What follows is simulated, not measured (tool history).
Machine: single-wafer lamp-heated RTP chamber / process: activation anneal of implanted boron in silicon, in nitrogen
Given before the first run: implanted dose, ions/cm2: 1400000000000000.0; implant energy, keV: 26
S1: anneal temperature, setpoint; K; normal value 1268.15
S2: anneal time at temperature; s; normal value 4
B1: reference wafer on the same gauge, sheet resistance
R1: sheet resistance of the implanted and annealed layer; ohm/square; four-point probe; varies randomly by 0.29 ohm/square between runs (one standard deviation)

run	hour	S1	S2	B1	R1
1	0	1250.15	6	79.97	102.15
2	9.8	1250.15	6	79.91	101.56
3	56.2	1250.15	6	79.94	100.6
4	66.2	1268.15	4	80.01	90.9
5	75.5	1268.15	4	79.87	90.27
6	84.7	1268.15	4	80.04	90.06
7	92.4	1268.15	3	79.86	91.33
8	100.4	1268.15	3	79.85	90.63
9	116.4	1268.15	3	79.88	90.21
10	131.9	1268.15	4	79.81	89.23
# hour 145.9: gauge calibrated
11	146.5	1268.15	4	79.93	89.19
# hour 159.8: pyrometer window cleaned and pyrometer calibrated
12	164.5	1268.15	4	79.9	92
13	176.1	1268.15	4	79.95	92.46
14	189.9	1268.15	4	79.86	91.77
15	206.1	1268.15	4	79.87	92.08
16	212.7	1275.15	4	79.79	88.77
17	225.1	1296.15	3	79.77	84.14
# hour 237.8: reflector plate cleaned
18	240.2	1268.15	5	79.89	91.08
19	254.5	1284.15	3	79.92	86.68
20	265.2	1290.15	3	79.88	85.08
21	277.5	1257.15	5	79.9	97.15
22	283.7	1275.15	4	79.88	88.71
23	297.8	1268.15	4	79.77	90.55
24	304.3	1268.15	3	79.98	91.9
25	319.6	1245.15	3	79.85	106.28
26	331.4	1285.15	6	79.95	84.31
27	339.7	1253.15	4	79.96	98.87
28	362.9	1296.15	6	79.87	82.25
29	373.2	1268.15	4	79.85	89.21
30	414.2	1268.15	4	79.91	88.7
# hour 427: pyrometer window cleaned and pyrometer calibrated
31	427.5	1296.15	5	79.92	83.39
# hour 428.9: gauge calibrated
32	435.4	1268.15	4	79.87	91.96
33	447.4	1276.15	3	79.82	89.56

Below, some changes in R1 between adjacent runs. For each, the amount present without the hidden state too (settings, incoming material, random variation) and the amount remaining for the hidden state with gauge scatter not shared by both compared results:
Hidden state at play: true wafer temperature minus pyrometer reading, K; wafer temperature error from the tarnished reflector plate, K; gauge reads high (%).
Run 11 -> 12: pyrometer window cleaned and pyrometer calibrated. R1 +2.81 ohm/square: hidden state +2.93, all else -0.12.
Run 25 -> 26: S1 1245.15 -> 1285.15, S2 3 -> 6. R1 -21.97 ohm/square: hidden state +2.85, all else -24.82.
Run 26 -> 27: S1 1285.15 -> 1253.15, S2 6 -> 4. R1 +14.56 ohm/square: hidden state -2.86, all else +17.42.
Run 27 -> 28: S1 1253.15 -> 1296.15, S2 4 -> 6. R1 -16.62 ohm/square: hidden state +2.95, all else -19.57.
Run 30 -> 31: S1 1268.15 -> 1296.15, S2 4 -> 5, pyrometer window cleaned and pyrometer calibrated. R1 -5.31 ohm/square: hidden state +3.7, all else -9.01.
